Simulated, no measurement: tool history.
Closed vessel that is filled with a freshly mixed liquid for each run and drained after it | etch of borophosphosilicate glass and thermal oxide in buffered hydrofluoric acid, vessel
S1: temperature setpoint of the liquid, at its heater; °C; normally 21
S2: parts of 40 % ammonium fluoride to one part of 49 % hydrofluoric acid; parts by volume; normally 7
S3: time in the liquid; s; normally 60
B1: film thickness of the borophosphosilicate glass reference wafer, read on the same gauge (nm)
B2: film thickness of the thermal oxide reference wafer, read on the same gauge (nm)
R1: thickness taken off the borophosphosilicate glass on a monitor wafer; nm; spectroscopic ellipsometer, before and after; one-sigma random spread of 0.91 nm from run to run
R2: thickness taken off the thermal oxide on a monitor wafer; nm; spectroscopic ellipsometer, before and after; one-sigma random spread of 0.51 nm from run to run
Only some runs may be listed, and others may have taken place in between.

Run 1, hour 0: usual settings but S2 8 parts by volume, S3 40 s; B1 119.96; B2 79.99. Result: R1 121.38 nm, R2 56.45 nm.
Run 2, hour 91: usual settings but S2 8 parts by volume, S3 40 s; B1 119.98; B2 80. Result: R1 121.31 nm, R2 56.44 nm.
Run 3, hour 162: usual settings but S2 5 parts by volume, S3 45 s; B1 120; B2 79.99. Result: R1 210.75 nm, R2 97.35 nm.
Run 4, hour 236.7: usual settings; B1 120.02; B2 79.99. Result: R1 210.42 nm, R2 98.02 nm.
Run 5, hour 320.6: usual settings; B1 120; B2 80.01. Result: R1 208.85 nm, R2 97.43 nm.
Run 6, hour 359.2: usual settings but S2 7.5 parts by volume; B1 120.02; B2 80.01. Result: R1 193.4 nm, R2 90.77 nm.
Run 7, hour 466.6: usual settings but S2 7.5 parts by volume; B1 120.02; B2 80. Result: R1 192.42 nm, R2 90.46 nm.
At hour 489.5: thermometer replaced.
Run 8, hour 526.7: usual settings; B1 120.01; B2 79.99. Result: R1 212.34 nm, R2 99.47 nm.
Run 9, hour 575.7: usual settings; B1 120; B2 80.02. Result: R1 212.23 nm, R2 98.16 nm.
At hour 659.7: hydrofluoric acid flow meter replaced.
Run 10, hour 667.4: usual settings; B1 119.98; B2 80.01. Result: R1 210.61 nm, R2 98.59 nm.
Run 11, hour 749.9: usual settings; B1 119.98; B2 80.01. Result: R1 209.4 nm, R2 97.53 nm.
Run 12, hour 792.4: usual settings but S1 23 °C, S2 6 parts by volume; B1 120; B2 79.98. Result: R1 269.24 nm, R2 125.5 nm.
Run 13, hour 865.2: usual settings but S2 7.5 parts by volume; B1 119.99; B2 79.99. Result: R1 194.2 nm, R2 91.34 nm.
Run 14, hour 929.6: usual settings but S2 6 parts by volume; B1 120.01; B2 80. Result: R1 242.31 nm, R2 112.3 nm.
Run 15, hour 977.3: usual settings but S1 17.5 °C, S2 10 parts by volume; B1 120; B2 80.01. Result: R1 123.4 nm, R2 57.32 nm.
Run 16, hour 1064.7: usual settings but S1 25 °C, S2 5.5 parts by volume; B1 120.01; B2 80.01. Result: R1 321.29 nm, R2 150.19 nm.
At hour 1123.3: gauge calibrated.
Run 17, hour 1129.9: usual settings but S1 18.5 °C, S3 30 s; B1 120; B2 79.99. Result: R1 91.95 nm, R2 42.57 nm.
Run 18, hour 1176.9: usual settings but S1 26 °C, S2 5 parts by volume, S3 80 s; B1 119.98; B2 80.02. Result: R1 495.77 nm, R2 228.56 nm.
Run 19, hour 1230.4: usual settings but S3 30 s; B1 120.01; B2 80. Result: R1 104.99 nm, R2 48.93 nm.
Run 20, hour 1354.8: usual settings but S2 8.5 parts by volume; B1 120.01; B2 79.99. Result: R1 168.63 nm, R2 79.61 nm.
Run 21, hour 1458.4: usual settings but S1 18.5 °C, S2 8 parts by volume; B1 119.98; B2 80.03. Result: R1 157.21 nm, R2 73.33 nm.
Run 22, hour 1545.9: usual settings; B1 120.01; B2 79.97. Result: R1 210.24 nm, R2 97.45 nm.

A few steps of R1 between consecutive runs. Split each: what settings, incoming material and random variation would produce without the hidden state, and what is left over for the hidden state, along with gauge scatter present in only one of the two compared results (measured, and without hidden state):
What the log doesn't record here: liquid colder than its thermometer reads (K); hydrofluoric acid flow above the setpoint (%); gauge reads high (%).
Run 17 -> 18: S1 18.5 -> 26, S2 7 -> 5, S3 30 -> 80. R1 +403.82 nm: hidden state -5.57, all else +409.39.
Run 18 -> 19: S1 26 -> 21, S2 5 -> 7, S3 80 -> 30. R1 -390.78 nm: hidden state +5.22, all else -396.

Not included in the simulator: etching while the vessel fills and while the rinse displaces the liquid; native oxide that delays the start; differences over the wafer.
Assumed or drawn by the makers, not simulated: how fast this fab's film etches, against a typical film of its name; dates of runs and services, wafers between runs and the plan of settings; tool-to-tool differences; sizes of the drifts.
